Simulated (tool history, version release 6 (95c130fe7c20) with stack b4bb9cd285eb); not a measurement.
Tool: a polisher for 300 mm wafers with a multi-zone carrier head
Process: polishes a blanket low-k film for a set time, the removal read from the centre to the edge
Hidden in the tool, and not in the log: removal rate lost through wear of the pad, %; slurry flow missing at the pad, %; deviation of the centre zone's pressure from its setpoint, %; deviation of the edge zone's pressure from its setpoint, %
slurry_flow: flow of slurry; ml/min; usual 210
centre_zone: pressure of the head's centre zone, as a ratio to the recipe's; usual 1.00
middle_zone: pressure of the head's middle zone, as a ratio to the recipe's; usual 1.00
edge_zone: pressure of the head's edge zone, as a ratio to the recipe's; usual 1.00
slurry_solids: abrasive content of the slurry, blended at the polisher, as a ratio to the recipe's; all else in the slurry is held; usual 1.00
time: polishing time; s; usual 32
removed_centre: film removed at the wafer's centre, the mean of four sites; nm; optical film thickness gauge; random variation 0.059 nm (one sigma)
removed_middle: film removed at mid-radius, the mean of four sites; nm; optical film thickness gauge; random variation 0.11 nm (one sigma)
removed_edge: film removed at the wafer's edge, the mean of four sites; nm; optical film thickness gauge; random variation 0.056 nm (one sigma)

run    hour  slurry_flow  centre_zone  middle_zone  edge_zone  slurry_solids  time  wafers since the last listed run  wafers polished on this pad  hours since the slurry nozzle was cleaned  hours since the centre zone pressure was calibrated  hours since the edge zone pressure was calibrated  hours since the carrier head's membrane was replaced  incoming thickness of the incoming film, nm  removed_centre  removed_middle  removed_edge
  1     0.0          210         1.00         1.00       1.00           1.00    32                                 0                         2310                                       95.9                                                126.5                                              393.8                                                 218.5                                        371.6             8.7             8.6           8.8
  2    36.7          210         1.00         1.00       1.00           1.00    32                               564                         2874                                      132.6                                                163.2                                              430.5                                                 255.2                                        375.8             8.6             8.7           8.8
  3    73.9          210         1.00         1.00       1.00           1.00    32                               571                         3446                                      169.8                                                200.4                                              467.7                                                 292.4                                        362.0             8.6             8.6           8.8
  4   106.4          210         1.00         0.90       1.00           0.80    32                               499                         3945                                      202.3                                                232.9                                              500.2                                                 324.9                                        365.7             7.7             7.3           7.9
  5   172.5          210         1.00         1.00       1.00           1.00    32                              1016                         4962                                      268.4                                                299.0                                              566.3                                                 391.0                                        364.2             8.5             8.6           8.6
  6   197.5          230         1.00         0.97       1.00           1.00    32                               384                         5346                                      293.4                                                324.0                                              591.3                                                 416.0                                        374.2             8.6             8.6           8.6
  7   263.9          210         1.09         1.00       1.00           1.00    28                              1020                         6367                                      359.8                                                390.4                                              657.7                                                 482.4                                        370.2             7.8             7.3           7.4
      324.7  -- centre zone pressure recalibrated
      329.7  -- worn pad replaced by a new one
  8   334.9          210         1.00         1.00       1.00           1.00    32                               999                           79                                      430.8                                                 10.2                                              728.7                                                 553.4                                        368.9             8.9             9.2           9.1
  9   432.9          210         1.00         1.00       1.12           0.80    41                              1506                         1585                                      528.8                                                108.2                                              826.7                                                 651.4                                        374.8            10.3            10.3          11.2
      453.0  -- edge zone pressure recalibrated
      457.2  -- slurry nozzle cleaned
 10   497.9          210         1.00         1.00       1.00           1.00    32                               953                         2539                                       40.7                                                173.2                                               44.9                                                 716.4                                        365.1             8.7             8.5           8.9
 11   687.7          210         0.96         1.00       1.07           1.00    32                              2917                         5457                                      230.5                                                363.0                                              234.7                                                 906.2                                        374.2             8.3             8.5           9.0
      735.8  -- worn pad replaced by a new one
 12   759.5          250         1.00         1.09       0.91           1.00    26                              1042                          363                                      302.3                                                434.8                                              306.5                                                 978.0                                        368.5             7.4             7.9           7.1
 13   807.8          210         1.11         1.00       1.00           1.00    40                               742                         1106                                      350.6                                                483.1                                              354.8                                                1026.3                                        373.7            11.9            11.1          11.3
      865.1  -- centre zone pressure recalibrated
 14   879.5          210         1.00         1.00       1.00           1.00    25                              1071                         2177                                      422.3                                                 14.4                                              426.5                                                1098.0                                        375.3             6.9             6.9           7.0
 15   916.7          210         1.00         1.07       1.04           1.00    23                               571                         2749                                      459.5                                                 51.6                                              463.7                                                1135.2                                        371.5             6.2             6.7           6.5
 16   945.7          250         0.93         1.00       0.92           1.00    36                               445                         3195                                      488.5                                                 80.6                                              492.7                                                1164.2                                        376.1             9.5             9.9           9.7
      967.2  -- slurry nozzle cleaned
 17  1016.7          210         1.00         1.00       1.00           1.00    32                              1076                         4271                                       49.5                                                151.6                                              563.7                                                1235.2                                        364.3             8.6             8.7           8.7
 18  1050.2          210         1.00         1.00       1.00           0.80    32                               515                         4786                                       83.0                                                185.1                                              597.2                                                1268.7                                        376.1             7.9             7.9           8.0
 19  1092.9          210         1.00         1.00       1.00           1.00    32                               656                         5443                                      125.7                                                227.8                                              639.9                                                1311.4                                        369.5             8.6             8.6           8.7
 20  1126.1          210         1.00         1.00       1.00           1.00    32                               510                         5953                                      158.9                                                261.0                                              673.1                                                1344.6                                        371.2             8.5             8.5           8.6
     1134.7  -- carrier head's membrane replaced by a new one
     1159.4  -- worn pad replaced by a new one
 21  1159.9          210         1.00         1.00       1.10           0.75    32                               381                            7                                      192.7                                                294.8                                              706.9                                                  25.2                                        366.4             7.9             7.8           8.5

5 ways to go on from here, each from the tool as it stands after run 21. What would each give?
  A  1160.3          210         1.00         1.00       1.00           1.00    21                                 6                           13                                      193.1                                                295.2                                              707.3                                                  25.6                                        372.0               ?               ?             ?
  B  1160.3          210         1.08         1.06       1.00           1.00    37                                 6                           13                                      193.1                                                295.2                                              707.3                                                  25.6                                        372.0               ?               ?             ?
  C  1160.3          210         1.07         1.00       1.00           1.00    32                                 6                           13                                      193.1                                                295.2                                              707.3                                                  25.6                                        372.0               ?               ?             ?
  D  1160.3          235         1.00         1.04       1.00           1.00    32                                 6                           13                                      193.1                                                295.2                                              707.3                                                  25.6                                        372.0               ?               ?             ?
  E  1160.3          280         1.00         1.04       1.00           1.00    40                                 6                           13                                      193.1                                                295.2                                              707.3                                                  25.6                                        372.0               ?               ?             ?

run  removed_centre  removed_middle  removed_edge
  A             5.9             5.8           6.0
  B            11.1            10.7          10.5
  C             9.5             8.9           9.1
  D             9.2             9.3           9.2
  E            11.7            11.8          11.7
Without the tool's hidden state the same runs would have given:
run  removed_centre  removed_middle  removed_edge
  A             5.9             5.9           6.0
  B            11.2            10.8          10.6
  C             9.6             8.9           9.2
  D             9.2             9.3           9.3
  E            11.8            11.9          11.8

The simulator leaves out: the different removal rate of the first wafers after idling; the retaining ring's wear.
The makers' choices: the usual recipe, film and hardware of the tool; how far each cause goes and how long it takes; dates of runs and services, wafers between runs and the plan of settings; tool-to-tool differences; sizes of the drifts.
